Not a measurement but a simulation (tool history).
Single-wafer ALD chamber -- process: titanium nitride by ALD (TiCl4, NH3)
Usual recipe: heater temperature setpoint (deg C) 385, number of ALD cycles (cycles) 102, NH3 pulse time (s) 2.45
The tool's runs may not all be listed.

run	hour	heater temperature setpoint (deg C)	number of ALD cycles (cycles)	NH3 pulse time (s)	wafers since the last listed run	hours since the last thermocouple change	hours since the showerhead was replaced	hours since the gauge calibration	read-back reference wafer on the same gauge, thickness_nm	mean film thickness on the monitor wafer (angstrom)
1	0.0	391	111	2.45	0	1419.0	5516.2	373.1	1.891	24.60
2	14.9	385	102	2.45	41	1433.9	5531.1	388.0	1.889	22.36
3	22.6	385	102	2.45	21	1441.6	5538.8	395.7	1.890	22.37
4	37.3	385	102	2.45	40	1456.3	5553.5	410.4	1.890	22.41
5	80.9	385	102	2.45	120	1499.9	5597.1	454.0	1.889	22.39
6	87.0	385	102	2.45	16	1506.0	5603.2	460.1	1.889	22.40
7	104.4	385	102	2.45	48	1523.4	5620.6	477.5	1.890	22.37
8	116.2	385	102	2.45	32	1535.2	5632.4	489.3	1.888	22.47
9	134.1	385	102	2.45	49	1553.1	5650.3	507.2	1.891	22.44
10	146.5	380	96	2.45	34	1565.5	5662.7	519.6	1.890	20.96
11	162.1	385	102	2.45	43	1581.1	5678.3	535.2	1.889	22.26
12	169.4	385	102	2.45	20	1588.4	5685.6	542.5	1.892	22.35
13	178.4	385	102	2.45	24	1597.4	5694.6	551.5	1.891	22.27
14	189.2	385	102	2.45	29	1608.2	5705.4	562.3	1.890	22.23
15	197.5	385	111	1.94	22	1616.5	5713.7	570.6	1.891	24.21
16	208.7	385	111	1.94	31	1627.7	5724.9	581.8	1.891	24.24
# hour 218.6: showerhead replaced
17	224.7	385	97	2.45	22	1643.7	6.1	597.8	1.891	21.27
18	238.8	385	102	2.45	39	1657.8	20.2	611.9	1.890	22.32
19	248.5	385	86	2.45	26	1667.5	29.9	621.6	1.890	18.85
20	257.8	373	102	2.93	25	1676.8	39.2	630.9	1.891	22.32
21	265.6	395	102	2.45	21	1684.6	47.0	638.7	1.889	22.56
22	279.8	385	102	2.45	39	1698.8	61.2	652.9	1.892	22.28
23	297.2	385	113	3.04	48	1716.2	78.6	670.3	1.890	24.94
24	304.5	377	108	1.54	20	1723.5	85.9	677.6	1.891	23.23
25	316.0	395	102	2.45	31	1735.0	97.4	689.1	1.891	22.56
26	329.0	394	112	2.93	35	1748.0	110.4	702.1	1.890	24.76
27	338.0	385	102	3.00	24	1757.0	119.4	711.1	1.891	22.42
28	350.1	396	112	3.19	33	1769.1	131.5	723.2	1.890	24.96
# hour 357.9: gauge calibrated
29	366.0	381	122	2.45	44	1785.0	147.4	8.1	1.890	26.72
# hour 386.7: thermocouple changed; heater temperature recalibrated
30	387.2	385	102	2.45	36	0.5	168.6	29.3	1.889	22.38
31	397.6	370	102	2.45	28	10.9	179.0	39.7	1.891	22.03
32	412.5	385	93	2.45	41	25.8	193.9	54.6	1.890	20.41
33	422.5	385	109	3.06	27	35.8	203.9	64.6	1.891	24.12
34	439.3	381	102	2.45	46	52.6	220.7	81.4	1.889	22.35
35	451.7	374	102	3.16	34	65.0	233.1	93.8	1.890	22.36
36	481.3	375	119	2.12	81	94.6	262.7	123.4	1.890	25.75
37	498.2	385	102	2.72	46	111.5	279.6	140.3	1.889	22.41
38	505.7	372	112	2.93	20	119.0	287.1	147.8	1.891	24.42
39	512.2	385	102	2.45	17	125.5	293.6	154.3	1.890	22.36

Each row is a separate what-if for the run after 39, all from the same tool condition, not one after another. Results?
A	512.8	376	102	2.45	1	126.1	294.2	154.9	?	?
B	512.8	392	116	2.45	1	126.1	294.2	154.9	?	?
C	512.8	385	102	3.08	1	126.1	294.2	154.9	?	?
D	512.8	392	84	1.82	1	126.1	294.2	154.9	?	?
E	512.8	373	102	3.18	1	126.1	294.2	154.9	?	?

run	read-back reference wafer on the same gauge, thickness_nm	mean film thickness on the monitor wafer (angstrom)
A	1.891	22.23
B	1.891	25.57
C	1.891	22.53
D	1.891	18.37
E	1.891	22.38
The same runs, with their run-to-run variation unchanged, on a tool lacking any hidden condition would have given:
run	mean film thickness on the monitor wafer (angstrom)
A	22.23
B	25.57
C	22.53
D	18.37
E	22.38
